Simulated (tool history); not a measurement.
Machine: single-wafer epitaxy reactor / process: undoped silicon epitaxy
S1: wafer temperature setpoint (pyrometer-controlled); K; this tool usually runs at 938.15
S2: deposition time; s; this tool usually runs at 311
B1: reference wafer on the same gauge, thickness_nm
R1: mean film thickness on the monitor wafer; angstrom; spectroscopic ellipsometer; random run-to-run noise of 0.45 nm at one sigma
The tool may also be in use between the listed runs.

run,hour,S1,S2,B1,R1
1,0,930.15,311,79.444,763.27
2,16,930.15,311,79.465,759.1
3,35.9,938.15,311,79.637,888.44
4,59.2,938.15,288,79.471,820.32
5,89.2,943.15,311,79.479,984.23
6,120,943.15,311,79.531,965.41
7,146.3,943.15,311,79.591,974.16
8,182.3,934.15,311,79.513,823.67
9,195.8,934.15,311,79.702,826.8
10,211.7,938.15,311,79.497,889.51
11,223.8,938.15,311,79.623,889.09
12,239.8,938.15,311,79.646,889.82
13,289.3,938.15,286,79.627,820.54
14,345.8,938.15,286,79.394,818.25
15,368.5,938.15,311,79.612,884.47
16,401.8,938.15,311,79.41,884.24
17,426.7,949.15,311,79.542,1083.32
18,454,949.15,311,79.405,1085.51
19,469.7,949.15,311,79.46,1091.99
20,498.6,938.15,311,79.752,890.75
# hour 511: pyrometer calibrated
21,524.1,938.15,311,79.606,770.44
# hour 527.3: gauge calibrated
22,539.1,938.15,311,79.588,778.43
23,557.2,938.15,311,79.48,784.94
24,648.5,938.15,311,79.343,792.76
25,744.5,938.15,311,79.38,805.56
26,762.2,938.15,351,79.483,909.46
27,774.5,938.15,311,79.489,806.87
28,802.4,938.15,311,79.425,807.85
29,837.5,925.15,333,79.649,681.6
30,857.9,949.15,372,79.409,1192.3
31,880.3,938.15,311,79.764,805.67
32,903.2,925.15,339,79.476,696.62
33,920.4,938.15,311,79.577,819.47
34,989.3,924.15,346,79.625,706.94
35,1023.5,938.15,261,79.409,686.11
36,1039.9,938.15,341,79.543,903.44
37,1067.8,925.15,258,79.52,537.8
38,1080.1,931.15,282,79.64,651.37
39,1095.9,938.15,311,79.457,816.55
40,1114.7,948.15,287,79.736,919.15
41,1146.1,924.15,311,79.579,636.39
42,1175,934.15,292,79.427,722.79
43,1202.8,947.15,351,79.519,1100.56
44,1236.3,938.15,311,79.48,838.2
45,1267.8,938.15,311,79.506,839.01
46,1289.8,927.15,366,79.612,805.13
47,1316.7,924.15,274,79.647,559.76

List, for all runs, the conditions of the tool that the log does not record:
gauge reads high (%): 0 in every run
H1: wafer temperature above the value expected at the setpoint (K)
run,H1
1,6.43
2,6.44
3,6.46
4,6.47
5,6.49
6,6.5
7,6.51
8,6.53
9,6.54
10,6.55
11,6.55
12,6.56
13,6.58
14,6.6
15,6.61
16,6.63
17,6.63
18,6.64
19,6.65
20,6.66
21,-0.444
22,-0.333
23,-0.201
24,0.422
25,1.01
26,1.11
27,1.18
28,1.33
29,1.51
30,1.62
31,1.73
32,1.84
33,1.92
34,2.23
35,2.37
36,2.44
37,2.55
38,2.59
39,2.65
40,2.72
41,2.84
42,2.94
43,3.03
44,3.14
45,3.24
46,3.3
47,3.38

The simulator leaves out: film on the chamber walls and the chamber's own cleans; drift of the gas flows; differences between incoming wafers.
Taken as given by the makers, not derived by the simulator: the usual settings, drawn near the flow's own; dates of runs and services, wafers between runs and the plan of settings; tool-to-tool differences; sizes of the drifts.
